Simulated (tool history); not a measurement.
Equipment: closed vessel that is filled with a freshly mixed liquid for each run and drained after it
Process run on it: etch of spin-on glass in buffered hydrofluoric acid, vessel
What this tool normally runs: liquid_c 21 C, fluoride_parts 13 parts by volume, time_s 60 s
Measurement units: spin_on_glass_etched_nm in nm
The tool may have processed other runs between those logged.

run,hour,liquid_c,fluoride_parts,time_s,wafers since the last listed run,hours since the thermometer was replaced,hours since the hydrofluoric acid flow meter was replaced,hours since the gauge calibration,"read-back film thickness of the spin-on glass reference wafer, read on the same gauge (nm)",spin_on_glass_etched_nm
1,0,25,13,60,0,702,253,759.4,29.97,135.41
2,48.5,25,13,60,5596,750.5,301.5,807.9,30,133.44
3,86.6,25,13,60,4396,788.6,339.6,846,30.04,132.08
# hour 107.9: gauge calibrated
4,147.6,21,13,60,7038,849.6,400.6,39.7,30.03,104.68
5,173.4,21,13,60,2977,875.4,426.4,65.5,30.01,105.17
6,355.2,21,13,60,20978,1057.2,608.2,247.3,29.99,104
7,545,21,13,60,21901,1247,798,437.1,30.01,101.76
8,581.5,17.5,13,60,4211,1283.5,834.5,473.6,29.98,82.74
9,648.9,21,13,60,7777,1350.9,901.9,541,30.01,99.14
10,712.5,21,13,60,7338,1414.5,965.5,604.6,30.02,98.83
11,762.7,21,13,60,5792,1464.7,1015.7,654.8,30.01,96.94
12,833.6,21,13,60,8181,1535.6,1086.6,725.7,29.98,95.83
# hour 852.5: hydrofluoric acid flow meter replaced
13,902.9,21,13,45,7881,1604.9,50.4,795,30.01,77.46
14,936.7,21,13,60,3900,1638.7,84.2,828.8,29.99,100.95
15,967.6,21,13,60,3565,1669.6,115.1,859.7,29.99,100.77
16,997.2,25,10.5,40,3415,1699.2,144.7,889.3,30,104.96
17,1060.2,21,13,60,7269,1762.2,207.7,952.3,30.01,99.98
18,1106.3,21,13,90,5319,1808.3,253.8,998.4,29.99,150.52
# hour 1131.5: gauge calibrated
19,1160.8,22.5,16,80,6288,1862.8,308.3,29.3,30.01,115.92
20,1185.6,21,13,60,2861,1887.6,333.1,54.1,30,98.86
21,1212.8,25.5,13,40,3138,1914.8,360.3,81.3,29.99,84.91
22,1273.1,21,13,60,6958,1975.1,420.6,141.6,30.01,98.16
# hour 1294.5: thermometer replaced
23,1303.7,21,9,30,3415,9.2,451.2,172.2,30,77.57
24,1371.4,19,13,35,7811,76.9,518.9,239.9,30.02,57.08
25,1425.3,21,13,60,6219,130.8,572.8,293.8,29.98,110.37
26,1450.4,21,17.5,60,2896,155.9,597.9,318.9,30.01,81.49
27,1494.9,21,11.5,75,5134,200.4,642.4,363.4,30,149.76
28,1550.7,22.5,16,80,6438,256.2,698.2,419.2,30.01,128.34
29,1717.7,25,17.5,75,19270,423.2,865.2,586.2,30.01,122.81

For some of the steps in spin_on_glass_etched_nm from one run to the next: how much would appear even if the tool had no hidden state, given the settings, what came in and random variation, and how much remains for the hidden state plus any gauge scatter that the measured result and the result without hidden state don't share?
Hidden state present: liquid colder than its thermometer reads (K); hydrofluoric acid flow below the setpoint (%); gauge reads high (%).
Run 17 -> 18: time_s 60 -> 90. spin_on_glass_etched_nm +50.54 nm: hidden state -8.04, all else +58.58.
Run 22 -> 23: fluoride_parts 13 -> 9, time_s 60 -> 30, thermometer replaced. spin_on_glass_etched_nm -20.59 nm: hidden state +14.57, all else -35.16.
Run 24 -> 25: liquid_c 19 -> 21, time_s 35 -> 60. spin_on_glass_etched_nm +53.29 nm: hidden state -3.07, all else +56.36.
Run 26 -> 27: fluoride_parts 17.5 -> 11.5, time_s 60 -> 75. spin_on_glass_etched_nm +68.27 nm: hidden state -4.46, all else +72.73.
